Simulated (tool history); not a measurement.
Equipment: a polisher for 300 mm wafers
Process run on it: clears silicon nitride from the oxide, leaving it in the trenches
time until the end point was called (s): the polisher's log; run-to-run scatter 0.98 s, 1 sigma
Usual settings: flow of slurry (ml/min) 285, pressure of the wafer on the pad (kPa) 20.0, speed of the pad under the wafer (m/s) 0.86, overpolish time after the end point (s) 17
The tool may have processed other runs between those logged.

| run | hour | flow of slurry (ml/min) | pressure of the wafer on the pad (kPa) | speed of the pad under the wafer (m/s) | overpolish time after the end point (s) | incoming thickness of the incoming film, nm | time until the end point was called (s) |
|---|---|---|---|---|---|---|---|
| 1 | 0.0 | 285 | 20.0 | 0.70 | 24 | 79.8 | 136.3 |
| 2 | 30.3 | 285 | 20.0 | 0.70 | 24 | 79.7 | 135.5 |
| 3 | 64.5 | 285 | 20.0 | 0.70 | 24 | 79.9 | 135.2 |
| 4 | 156.6 | 285 | 20.0 | 0.86 | 17 | 81.5 | 120.0 |
| 5 | 176.9 | 285 | 20.0 | 0.86 | 17 | 80.1 | 119.8 |
| 6 | 189.2 | 285 | 20.0 | 0.86 | 17 | 78.7 | 117.9 |
| 7 | 267.4 | 335 | 20.0 | 0.78 | 17 | 81.6 | 130.5 |
| 8 | 299.3 | 285 | 22.8 | 0.86 | 17 | 80.4 | 112.2 |
| 9 | 315.1 | 285 | 22.8 | 0.86 | 17 | 79.4 | 102.7 |
| 10 | 347.5 | 285 | 20.0 | 0.86 | 17 | 81.0 | 114.2 |
| 11 | 379.5 | 285 | 20.0 | 0.86 | 17 | 79.7 | 111.9 |
| 12 | 406.3 | 285 | 20.0 | 0.86 | 17 | 80.0 | 113.2 |
| 13 | 423.0 | 200 | 20.0 | 0.76 | 17 | 79.6 | 131.7 |
| 14 | 443.1 | 215 | 15.2 | 0.96 | 7 | 78.8 | 120.6 |
| 15 | 470.0 | 285 | 20.0 | 1.02 | 17 | 79.7 | 98.2 |
| 16 | 485.1 | 325 | 20.0 | 0.76 | 17 | 80.0 | 123.9 |
| 17 | 518.5 | 285 | 15.2 | 0.86 | 12 | 80.5 | 132.1 |
| 18 | 609.1 | 225 | 20.0 | 0.86 | 17 | 78.7 | 115.0 |
| 19 | 624.4 | 285 | 20.0 | 0.96 | 17 | 81.4 | 103.2 |
| 20 | 638.4 | 285 | 20.0 | 0.86 | 17 | 80.5 | 117.5 |
| 21 | 682.9 | 285 | 20.0 | 0.86 | 17 | 80.2 | 117.8 |
| 22 | 702.0 | 285 | 20.0 | 0.86 | 17 | 79.5 | 116.4 |
| 23 | 730.3 | 285 | 20.0 | 0.86 | 17 | 78.1 | 108.4 |
| 24 | 795.6 | 220 | 20.0 | 0.86 | 17 | 80.1 | 116.1 |

Not shown: 6 entries that the log had between the listed runs. Between which runs, and how does the tool's hidden state differ before and after?
Runs 4 to 5: worn pad replaced by a new one (hour 171.0)
  removal rate lost through wear of the pad, %: 3.06 -> 5.93
  measured value less the no-hidden-state value, time until the end point was called (s): +3.7 -> +7.1
Runs 6 to 7: slurry nozzle cleaned (hour 246.2)
  removal rate lost through wear of the pad, %: 5.96 -> 6.86
  measured value less the no-hidden-state value, time until the end point was called (s): +7.0 -> +8.9
Runs 7 to 8: head pressure recalibrated (hour 286.3)
  removal rate lost through wear of the pad, %: 6.86 -> 7.58
  measured value less the no-hidden-state value, time until the end point was called (s): +8.9 -> +8.5
Runs 8 to 9: worn pad replaced by a new one, repeated, since the last time left the tool worse (hour 306.3)
  removal rate lost through wear of the pad, %: 7.58 -> 0.183
  measured value less the no-hidden-state value, time until the end point was called (s): +8.5 -> +0.2
Runs 15 to 16: worn pad replaced by a new one (hour 484.6)
  removal rate lost through wear of the pad, %: 2.88 -> 0.289
  measured value less the no-hidden-state value, time until the end point was called (s): +2.9 -> +0.4
Runs 22 to 23: worn pad replaced by a new one (hour 719.0)
  removal rate lost through wear of the pad, %: 5.06 -> 0.0762
  measured value less the no-hidden-state value, time until the end point was called (s): +5.9 -> +0.0

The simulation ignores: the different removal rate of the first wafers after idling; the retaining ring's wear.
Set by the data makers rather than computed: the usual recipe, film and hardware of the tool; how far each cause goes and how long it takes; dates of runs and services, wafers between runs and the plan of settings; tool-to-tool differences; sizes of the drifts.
